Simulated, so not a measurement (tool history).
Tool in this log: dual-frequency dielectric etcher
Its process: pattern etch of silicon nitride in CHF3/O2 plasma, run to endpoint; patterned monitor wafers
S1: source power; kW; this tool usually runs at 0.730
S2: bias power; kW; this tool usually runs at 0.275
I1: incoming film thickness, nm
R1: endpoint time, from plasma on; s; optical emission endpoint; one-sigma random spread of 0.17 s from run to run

run,hour,S1,S2,I1,R1
1,0.0,0.730,0.275,111.2,55.9
2,35.8,0.730,0.275,110.4,55.7
3,49.2,0.610,0.275,110.7,62.3
4,67.4,0.610,0.275,110.4,62.3
5,90.5,0.730,0.275,109.8,55.1
6,118.5,0.800,0.309,110.5,51.1
7,150.0,0.790,0.275,110.8,53.0
8,173.0,0.790,0.275,110.1,52.4
9,207.4,0.730,0.275,110.7,55.6
10,231.9,0.730,0.275,110.6,55.3
11,263.8,0.730,0.275,109.9,55.0
12,276.6,0.640,0.275,110.0,59.7
13,292.0,0.640,0.275,110.2,59.5
14,308.0,0.730,0.275,111.3,55.8
15,325.9,0.880,0.247,110.3,50.7
16,361.6,0.670,0.251,109.8,59.0
# hour 400.0: wet clean of the chamber
17,400.5,0.730,0.275,110.9,55.9
18,419.4,0.640,0.317,108.4,57.3
19,453.1,0.730,0.275,109.4,55.4
20,474.9,0.730,0.275,110.6,55.7
# hour 517.4: bias power generator calibrated
# hour 519.4: source power generator calibrated
# hour 520.0: upper electrode replaced
21,520.5,0.730,0.226,109.3,57.8
22,526.2,0.620,0.275,110.8,61.8
23,538.9,0.730,0.275,110.4,55.4
24,572.9,0.800,0.330,109.6,49.8
25,602.7,0.840,0.227,109.8,53.4
26,632.2,0.790,0.327,110.6,50.7
27,706.5,0.780,0.323,110.0,50.8

What if the next run were any one of these 5? Each begins from the tool's condition after run 27:
A,706.9,0.660,0.275,111.6,?
B,706.9,0.900,0.255,111.6,?
C,706.9,0.790,0.329,111.6,?
D,706.9,0.610,0.231,111.6,?
E,706.9,0.840,0.252,111.6,?

run,R1
A,59.4
B,50.4
C,50.8
D,65.4
E,52.5
What these runs would have given with no unlogged condition in the tool:
run,R1
A,59.9
B,50.8
C,51.3
D,65.9
E,53.0

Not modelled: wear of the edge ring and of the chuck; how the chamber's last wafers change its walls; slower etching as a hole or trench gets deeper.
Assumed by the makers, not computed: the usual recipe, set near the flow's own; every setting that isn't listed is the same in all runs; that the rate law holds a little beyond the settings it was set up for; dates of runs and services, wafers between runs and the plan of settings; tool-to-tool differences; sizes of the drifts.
